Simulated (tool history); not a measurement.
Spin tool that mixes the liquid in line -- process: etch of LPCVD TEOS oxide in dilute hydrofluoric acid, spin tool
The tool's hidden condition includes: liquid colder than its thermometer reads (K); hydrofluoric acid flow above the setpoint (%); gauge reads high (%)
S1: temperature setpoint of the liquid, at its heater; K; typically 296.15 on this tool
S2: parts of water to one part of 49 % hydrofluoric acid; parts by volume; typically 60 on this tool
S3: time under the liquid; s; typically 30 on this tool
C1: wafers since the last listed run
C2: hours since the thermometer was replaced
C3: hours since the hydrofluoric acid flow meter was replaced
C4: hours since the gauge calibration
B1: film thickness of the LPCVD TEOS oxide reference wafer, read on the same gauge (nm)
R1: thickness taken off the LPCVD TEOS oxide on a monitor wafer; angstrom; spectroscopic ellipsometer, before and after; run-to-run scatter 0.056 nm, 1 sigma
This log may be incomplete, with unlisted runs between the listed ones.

Run 1, hour 0: usual settings but S2 40 parts by volume; C1 0; C2 946.1; C3 180.8; C4 262.1; B1 119.99. Result: R1 194.4 angstrom.
Run 2, hour 22.5: usual settings but S2 40 parts by volume; C1 396; C2 968.6; C3 203.3; C4 284.6; B1 120. Result: R1 193.9 angstrom.
Run 3, hour 55.6: usual settings but S2 40 parts by volume; C1 584; C2 1001.7; C3 236.4; C4 317.7; B1 119.99. Result: R1 195.2 angstrom.
Run 4, hour 87.1: usual settings but S3 40 s; C1 555; C2 1033.2; C3 267.9; C4 349.2; B1 120.01. Result: R1 169 angstrom.
Run 5, hour 113.9: usual settings but S3 40 s; C1 472; C2 1060; C3 294.7; C4 376; B1 120.01. Result: R1 170.6 angstrom.
Run 6, hour 135: usual settings but S3 40 s; C1 372; C2 1081.1; C3 315.8; C4 397.1; B1 120. Result: R1 169.2 angstrom.
Run 7, hour 153: usual settings but S2 45 parts by volume; C1 317; C2 1099.1; C3 333.8; C4 415.1; B1 120.01. Result: R1 173.1 angstrom.
Run 8, hour 166.5: usual settings but S2 45 parts by volume; C1 238; C2 1112.6; C3 347.3; C4 428.6; B1 119.98. Result: R1 172.4 angstrom.
Run 9, hour 197.2: usual settings but S2 45 parts by volume; C1 541; C2 1143.3; C3 378; C4 459.3; B1 120. Result: R1 173.4 angstrom.
Run 10, hour 231.1: usual settings; C1 598; C2 1177.2; C3 411.9; C4 493.2; B1 120. Result: R1 129.1 angstrom.
At hour 239.3: gauge calibrated.
Run 11, hour 273: usual settings but S1 297.65 K; C1 739; C2 1219.1; C3 453.8; C4 33.7; B1 120.01. Result: R1 135.5 angstrom.
Run 12, hour 298.9: usual settings but S1 297.65 K; C1 456; C2 1245; C3 479.7; C4 59.6; B1 120. Result: R1 136.3 angstrom.
Run 13, hour 323.4: usual settings but S1 297.65 K; C1 432; C2 1269.5; C3 504.2; C4 84.1; B1 120.03. Result: R1 135.7 angstrom.
Run 14, hour 348: usual settings but S1 293.65 K; C1 434; C2 1294.1; C3 528.8; C4 108.7; B1 119.97. Result: R1 115.3 angstrom.
Run 15, hour 374.7: usual settings but S1 293.65 K; C1 471; C2 1320.8; C3 555.5; C4 135.4; B1 119.98. Result: R1 116.3 angstrom.
Run 16, hour 387: usual settings; C1 217; C2 1333.1; C3 567.8; C4 147.7; B1 119.99. Result: R1 128.4 angstrom.
Run 17, hour 401.9: usual settings but S1 293.65 K, S3 45 s; C1 262; C2 1348; C3 582.7; C4 162.6; B1 119.99. Result: R1 173.4 angstrom.
Run 18, hour 426.1: usual settings but S3 20 s; C1 426; C2 1372.2; C3 606.9; C4 186.8; B1 119.99. Result: R1 85.7 angstrom.
Run 19, hour 455.2: usual settings but S1 300.65 K, S3 45 s; C1 513; C2 1401.3; C3 636; C4 215.9; B1 120.02. Result: R1 229.7 angstrom.
Run 20, hour 471.3: usual settings but S2 45 parts by volume, S3 50 s; C1 284; C2 1417.4; C3 652.1; C4 232; B1 120.02. Result: R1 292.4 angstrom.
Run 21, hour 506.8: usual settings; C1 626; C2 1452.9; C3 687.6; C4 267.5; B1 119.99. Result: R1 128.6 angstrom.
At hour 530.9: hydrofluoric acid flow meter replaced.
Run 22, hour 533.9: usual settings but S1 297.65 K, S2 90 parts by volume, S3 35 s; C1 460; C2 1480; C3 3; C4 294.6; B1 120.01. Result: R1 104.4 angstrom.
Run 23, hour 551.4: usual settings but S3 50 s; C1 308; C2 1497.5; C3 20.5; C4 312.1; B1 120. Result: R1 221.8 angstrom.

What will run 24 give?
At hour 553: thermometer replaced.
Run 24, hour 572.9: usual settings but S1 298.65 K, S3 15 s; C1 361; C2 19.9; C3 42; C4 333.6; B1 ?. Result: R1 ?.

Run 24 gave B1 120.01, R1 73 angstrom.
Minus the tool's unlogged condition, the same run would have read R1 69.4 angstrom.
